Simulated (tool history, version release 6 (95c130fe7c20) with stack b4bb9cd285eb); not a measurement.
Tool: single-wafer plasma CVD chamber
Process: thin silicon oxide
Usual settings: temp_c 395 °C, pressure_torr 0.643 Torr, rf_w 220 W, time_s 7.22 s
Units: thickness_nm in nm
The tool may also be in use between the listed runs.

run	hour	temp_c	pressure_torr	rf_w	time_s	read-back reference wafer on the same gauge, thickness_nm	thickness_nm
1	0.0	395	0.542	220	7.22	9.749	7.501
2	9.7	395	0.542	220	7.22	9.720	7.545
3	20.2	395	0.542	220	7.22	9.752	7.501
4	33.1	395	0.643	205	7.22	9.733	8.540
5	51.4	395	0.643	205	7.22	9.747	8.538
6	67.5	395	0.643	205	7.22	9.750	8.595
7	82.6	395	0.643	220	7.22	9.739	8.881
8	95.3	395	0.643	220	7.22	9.738	8.926
9	106.6	395	0.643	220	7.22	9.735	8.971
10	115.7	395	0.643	220	6.81	9.754	8.368
11	123.4	395	0.643	220	6.81	9.727	8.422
# hour 133.3: thermocouple changed; heater temperature recalibrated
# hour 138.8: gauge calibrated
12	140.1	395	0.643	220	6.90	9.733	8.528
# hour 148.8: showerhead replaced
# hour 172.0: capacitance manometer re-zeroed and calibrated
13	191.9	406	0.643	250	7.81	9.742	10.266
# hour 216.3: RF generator calibrated
14	242.9	401	0.643	245	7.22	9.739	9.411
15	259.3	395	0.643	180	7.58	9.735	8.383
16	269.1	395	0.643	180	7.58	9.745	8.368
17	286.4	391	0.643	220	7.22	9.747	8.941
18	295.5	395	0.643	220	7.22	9.729	8.948
19	304.3	395	0.643	220	7.22	9.755	8.891
20	321.8	405	0.762	220	6.18	9.737	8.930
21	339.6	395	0.573	220	7.22	9.737	7.953
22	352.8	381	0.777	260	5.93	9.744	9.715
23	360.4	395	0.690	220	8.41	9.733	11.118
24	407.8	395	0.643	200	7.22	9.745	8.482

3 ways to go on from here, each from the tool as it stands after run 24. What would each give?
A	408.2	395	0.643	220	5.81	?	?
B	408.2	405	0.539	210	7.22	?	?
C	408.2	395	0.643	235	7.22	?	?

run	read-back reference wafer on the same gauge, thickness_nm	thickness_nm
A	9.751	7.204
B	9.751	7.256
C	9.751	9.261
Without the tool's hidden state the same runs would have given:
run	thickness_nm
A	7.204
B	7.256
C	9.261
